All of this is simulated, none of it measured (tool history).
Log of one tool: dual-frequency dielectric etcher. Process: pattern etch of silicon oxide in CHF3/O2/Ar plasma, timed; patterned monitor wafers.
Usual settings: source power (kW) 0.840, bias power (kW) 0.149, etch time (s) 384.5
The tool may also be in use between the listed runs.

run   hour  source power (kW)  bias power (kW)  etch time (s)  wafers since the last listed run  hours since the last wet clean  hours since the last source power generator calibration  hours since the last bias power generator calibration  hours since the last upper electrode change  hours since the gauge calibration  read-back reference wafer on the same gauge, depth_nm  mean etch depth across the wafer (angstrom)
  1    0.0              0.840            0.170          384.5                                 0                           336.8                                                   3727.5                                                 4542.8                                       2552.7                               88.1                                                  661.1                                         8476
  2   16.2              0.840            0.170          384.5                                79                           353.0                                                   3743.7                                                 4559.0                                       2568.9                              104.3                                                  660.8                                         8458
  3   32.6              0.840            0.170          384.5                                80                           369.4                                                   3760.1                                                 4575.4                                       2585.3                              120.7                                                  661.2                                         8476
  4   39.8              0.840            0.149          384.5                                35                           376.6                                                   3767.3                                                 4582.6                                       2592.5                              127.9                                                  660.9                                         8278
  5   54.4              0.840            0.149          384.5                                71                           391.2                                                   3781.9                                                 4597.2                                       2607.1                              142.5                                                  661.0                                         8266
  6   61.6              0.840            0.149          384.5                                35                           398.4                                                   3789.1                                                 4604.4                                       2614.3                              149.7                                                  661.2                                         8268
      88.0  -- source power generator calibrated
      90.1  -- upper electrode replaced
  7   90.6              0.840            0.149          384.5                               113                           427.4                                                      2.6                                                 4633.4                                          0.5                              178.7                                                  661.1                                         8299
  8   91.0              0.840            0.149          384.5                                 1                           427.8                                                      3.0                                                 4633.8                                          0.9                              179.1                                                  660.9                                         8256
      92.4  -- gauge calibrated
  9   98.4              0.840            0.149          384.5                                36                           435.2                                                     10.4                                                 4641.2                                          8.3                                6.0                                                  661.0                                         8278
 10  115.8              0.840            0.149          384.5                                85                           452.6                                                     27.8                                                 4658.6                                         25.7                               23.4                                                  661.0                                         8298
 11  128.1              0.840            0.149          384.5                                60                           464.9                                                     40.1                                                 4670.9                                         38.0                               35.7                                                  661.0                                         8297
     150.8  -- bias power generator calibrated
     153.4  -- wet clean of the chamber
 12  153.9              0.840            0.149          384.5                                94                             0.5                                                     65.9                                                    3.1                                         63.8                               61.5                                                  661.0                                         8064
 13  157.8              0.840            0.171          299.5                                19                             4.4                                                     69.8                                                    7.0                                         67.7                               65.4                                                  660.9                                         6460
 14  171.2              0.840            0.149          275.5                                66                            17.8                                                     83.2                                                   20.4                                         81.1                               78.8                                                  661.0                                         5787
 15  183.7              0.950            0.139          437.0                                61                            30.3                                                     95.7                                                   32.9                                         93.6                               91.3                                                  661.0                                         9505
 16  194.8              0.840            0.149          349.0                                54                            41.4                                                    106.8                                                   44.0                                        104.7                              102.4                                                  661.1                                         7308
 17  209.7              0.840            0.149          349.0                                73                            56.3                                                    121.7                                                   58.9                                        119.6                              117.3                                                  660.9                                         7349
 18  226.5              0.680            0.113          319.5                                82                            73.1                                                    138.5                                                   75.7                                        136.4                              134.1                                                  661.2                                         5848
 19  232.9              0.900            0.149          289.5                                31                            79.5                                                    144.9                                                   82.1                                        142.8                              140.5                                                  661.1                                         6266
 20  243.5              0.840            0.149          427.5                                52                            90.1                                                    155.5                                                   92.7                                        153.4                              151.1                                                  661.2                                         9017
     246.0  -- gauge calibrated
 21  258.5              0.690            0.129          325.0                                73                           105.1                                                    170.5                                                  107.7                                        168.4                               12.5                                                  660.9                                         6156
 22  272.6              0.760            0.149          446.5                                69                           119.2                                                    184.6                                                  121.8                                        182.5                               26.6                                                  660.8                                         9045
 23  281.9              0.840            0.149          384.5                                45                           128.5                                                    193.9                                                  131.1                                        191.8                               35.9                                                  660.9                                         8113
 24  291.0              0.840            0.149          438.5                                44                           137.6                                                    203.0                                                  140.2                                        200.9                               45.0                                                  661.0                                         9249

The tool's hidden state at each run:
source power that arrives over what is set, %: 0 in every run
bias power that arrives over what is set, %: 0 in every run
gauge reads high (%): 0 in every run
H1: etch rate over this chamber's usual, %
run       H1
  1     1.67
  2     1.76
  3     1.85
  4     1.89
  5     1.98
  6     2.02
  7     2.18
  8     2.19
  9     2.23
 10     2.33
 11      2.4
 12    -0.48
 13   -0.457
 14   -0.381
 15    -0.31
 16   -0.246
 17   -0.161
 18  -0.0657
 19  -0.0292
 20   0.0313
 21    0.117
 22    0.197
 23     0.25
 24    0.302

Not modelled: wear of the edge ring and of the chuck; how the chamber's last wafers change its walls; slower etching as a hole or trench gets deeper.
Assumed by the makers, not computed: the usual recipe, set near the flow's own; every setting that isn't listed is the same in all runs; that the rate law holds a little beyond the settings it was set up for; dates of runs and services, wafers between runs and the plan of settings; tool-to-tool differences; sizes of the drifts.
